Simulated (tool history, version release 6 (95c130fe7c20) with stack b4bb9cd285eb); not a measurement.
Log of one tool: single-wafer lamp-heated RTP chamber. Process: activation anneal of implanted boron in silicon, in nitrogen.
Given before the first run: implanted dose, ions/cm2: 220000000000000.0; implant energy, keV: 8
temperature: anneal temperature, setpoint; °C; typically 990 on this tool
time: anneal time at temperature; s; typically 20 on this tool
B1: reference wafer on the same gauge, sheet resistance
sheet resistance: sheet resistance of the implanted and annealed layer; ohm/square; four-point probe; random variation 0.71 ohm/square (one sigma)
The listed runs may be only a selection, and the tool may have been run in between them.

run 1 hour=0.0 | temperature=990 time=20 | B1=443.04 | sheet_resistance=472.62
-- hour=26.7 reflector plate cleaned
run 2 hour=34.3 | temperature=990 time=20 | B1=443.06 | sheet_resistance=472.61
run 3 hour=103.8 | temperature=990 time=20 | B1=442.84 | sheet_resistance=473.29
run 4 hour=156.7 | temperature=990 time=20 | B1=443.07 | sheet_resistance=474.38
run 5 hour=194.9 | temperature=990 time=20 | B1=442.86 | sheet_resistance=473.62
-- hour=368.1 pyrometer window cleaned and pyrometer calibrated
run 6 hour=405.7 | temperature=990 time=20 | B1=442.96 | sheet_resistance=473.02
run 7 hour=435.2 | temperature=990 time=20 | B1=443.17 | sheet_resistance=472.70
-- hour=445.5 reflector plate cleaned
run 8 hour=473.6 | temperature=969 time=20 | B1=443.00 | sheet_resistance=481.11
run 9 hour=542.1 | temperature=969 time=20 | B1=442.93 | sheet_resistance=480.96
run 10 hour=587.7 | temperature=969 time=20 | B1=442.89 | sheet_resistance=480.34
run 11 hour=640.4 | temperature=990 time=20 | B1=443.00 | sheet_resistance=472.75
run 12 hour=677.4 | temperature=990 time=20 | B1=442.92 | sheet_resistance=470.71
run 13 hour=736.0 | temperature=990 time=20 | B1=443.01 | sheet_resistance=470.13
-- hour=770.3 reflector plate cleaned, repeated, since the last time left the tool worse
-- hour=776.6 pyrometer window cleaned and pyrometer calibrated
run 14 hour=790.9 | temperature=990 time=20 | B1=443.04 | sheet_resistance=474.35
run 15 hour=826.4 | temperature=990 time=20 | B1=443.21 | sheet_resistance=472.67
run 16 hour=851.6 | temperature=990 time=20 | B1=442.95 | sheet_resistance=471.83
run 17 hour=884.4 | temperature=978 time=28 | B1=443.02 | sheet_resistance=476.33
run 18 hour=912.0 | temperature=961 time=20 | B1=443.01 | sheet_resistance=493.72
run 19 hour=956.0 | temperature=990 time=29 | B1=443.14 | sheet_resistance=471.43
run 20 hour=1025.6 | temperature=969 time=29 | B1=443.03 | sheet_resistance=481.53
run 21 hour=1064.7 | temperature=1014 time=31 | B1=443.11 | sheet_resistance=466.20
-- hour=1093.7 pyrometer window cleaned and pyrometer calibrated
run 22 hour=1094.2 | temperature=1000 time=13 | B1=442.92 | sheet_resistance=472.45
-- hour=1123.8 reflector plate cleaned
run 23 hour=1155.3 | temperature=979 time=11 | B1=443.01 | sheet_resistance=482.51
run 24 hour=1218.4 | temperature=978 time=13 | B1=442.85 | sheet_resistance=482.55
run 25 hour=1259.5 | temperature=1016 time=32 | B1=442.90 | sheet_resistance=465.54
run 26 hour=1301.7 | temperature=990 time=20 | B1=442.94 | sheet_resistance=472.25
-- hour=1318.5 gauge calibrated
run 27 hour=1338.9 | temperature=990 time=20 | B1=442.87 | sheet_resistance=473.41
run 28 hour=1373.7 | temperature=990 time=20 | B1=442.92 | sheet_resistance=473.41

Run 29 has not been measured yet. What should we expect?
-- hour=1422.7 pyrometer window cleaned and pyrometer calibrated
run 29 hour=1423.2 | temperature=990 time=20 | B1=? | sheet_resistance=?

{"run 29": {"B1": 443.09, "sheet resistance": 473.11}}
Take away the tool's hidden state, keep the run-to-run variation as it was, and the same run would have given sheet resistance 474.46 ohm/square.
